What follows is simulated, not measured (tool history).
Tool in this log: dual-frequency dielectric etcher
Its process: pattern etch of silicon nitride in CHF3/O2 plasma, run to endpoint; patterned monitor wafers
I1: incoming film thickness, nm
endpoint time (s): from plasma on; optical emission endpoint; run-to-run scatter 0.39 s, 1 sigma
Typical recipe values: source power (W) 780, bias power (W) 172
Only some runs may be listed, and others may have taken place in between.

{"run": 1, "hour": 0.0, "source power (W)": 680, "bias power (W)": 141, "I1": 104.3, "endpoint time (s)": 68.9}
{"hour": 43.3, "done": "wet clean of the chamber"}
{"run": 2, "hour": 43.8, "source power (W)": 680, "bias power (W)": 141, "I1": 104.5, "endpoint time (s)": 71.4}
{"run": 3, "hour": 109.5, "source power (W)": 680, "bias power (W)": 141, "I1": 105.1, "endpoint time (s)": 72.4}
{"run": 4, "hour": 157.5, "source power (W)": 780, "bias power (W)": 145, "I1": 103.5, "endpoint time (s)": 66.4}
{"run": 5, "hour": 212.9, "source power (W)": 780, "bias power (W)": 145, "I1": 103.3, "endpoint time (s)": 66.0}
{"run": 6, "hour": 273.9, "source power (W)": 780, "bias power (W)": 145, "I1": 103.9, "endpoint time (s)": 66.1}
{"run": 7, "hour": 326.2, "source power (W)": 780, "bias power (W)": 144, "I1": 104.7, "endpoint time (s)": 66.0}
{"run": 8, "hour": 358.6, "source power (W)": 780, "bias power (W)": 144, "I1": 103.8, "endpoint time (s)": 65.4}
{"hour": 407.5, "done": "source power generator calibrated"}
{"run": 9, "hour": 423.1, "source power (W)": 780, "bias power (W)": 144, "I1": 103.7, "endpoint time (s)": 65.3}
{"hour": 485.6, "done": "bias power generator calibrated"}
{"hour": 502.3, "done": "upper electrode replaced"}
{"run": 10, "hour": 502.8, "source power (W)": 780, "bias power (W)": 172, "I1": 105.7, "endpoint time (s)": 60.8}
{"run": 11, "hour": 581.2, "source power (W)": 780, "bias power (W)": 172, "I1": 104.9, "endpoint time (s)": 60.3}
{"run": 12, "hour": 621.5, "source power (W)": 890, "bias power (W)": 204, "I1": 104.9, "endpoint time (s)": 54.2}
{"hour": 648.6, "done": "wet clean of the chamber"}
{"run": 13, "hour": 689.1, "source power (W)": 780, "bias power (W)": 141, "I1": 104.7, "endpoint time (s)": 68.9}
{"run": 14, "hour": 719.8, "source power (W)": 780, "bias power (W)": 172, "I1": 104.6, "endpoint time (s)": 64.2}
{"run": 15, "hour": 761.4, "source power (W)": 780, "bias power (W)": 172, "I1": 105.9, "endpoint time (s)": 63.7}
{"run": 16, "hour": 826.5, "source power (W)": 720, "bias power (W)": 144, "I1": 104.2, "endpoint time (s)": 69.0}
{"run": 17, "hour": 872.3, "source power (W)": 600, "bias power (W)": 200, "I1": 105.1, "endpoint time (s)": 65.4}
{"run": 18, "hour": 940.4, "source power (W)": 650, "bias power (W)": 201, "I1": 104.1, "endpoint time (s)": 62.3}
{"run": 19, "hour": 1002.4, "source power (W)": 950, "bias power (W)": 143, "I1": 105.0, "endpoint time (s)": 62.0}
{"hour": 1128.2, "done": "wet clean of the chamber"}
{"run": 20, "hour": 1128.7, "source power (W)": 700, "bias power (W)": 196, "I1": 104.4, "endpoint time (s)": 62.3}

Difference, measured minus no-hidden-state, one row per run. Run-to-run variation is common to both terms; the gauge's own scatter need not be:
The hidden state here: etch rate over this chamber's usual, %; source power that arrives over what is set, %; bias power that arrives over what is set, %.
run=1 endpoint_time_(s)=-3.3
run=2 endpoint_time_(s)=-0.4
run=3 endpoint_time_(s)=-0.9
run=4 endpoint_time_(s)=-1.1
run=5 endpoint_time_(s)=-1.4
run=6 endpoint_time_(s)=-1.7
run=7 endpoint_time_(s)=-2.1
run=8 endpoint_time_(s)=-2.3
run=9 endpoint_time_(s)=-2.6
run=10 endpoint_time_(s)=-2.9
run=11 endpoint_time_(s)=-3.3
run=12 endpoint_time_(s)=-3.2
run=13 endpoint_time_(s)=-0.1
run=14 endpoint_time_(s)=-0.2
run=15 endpoint_time_(s)=-0.5
run=16 endpoint_time_(s)=-0.9
run=17 endpoint_time_(s)=-1.2
run=18 endpoint_time_(s)=-1.5
run=19 endpoint_time_(s)=-1.8
run=20 endpoint_time_(s)=-0.2
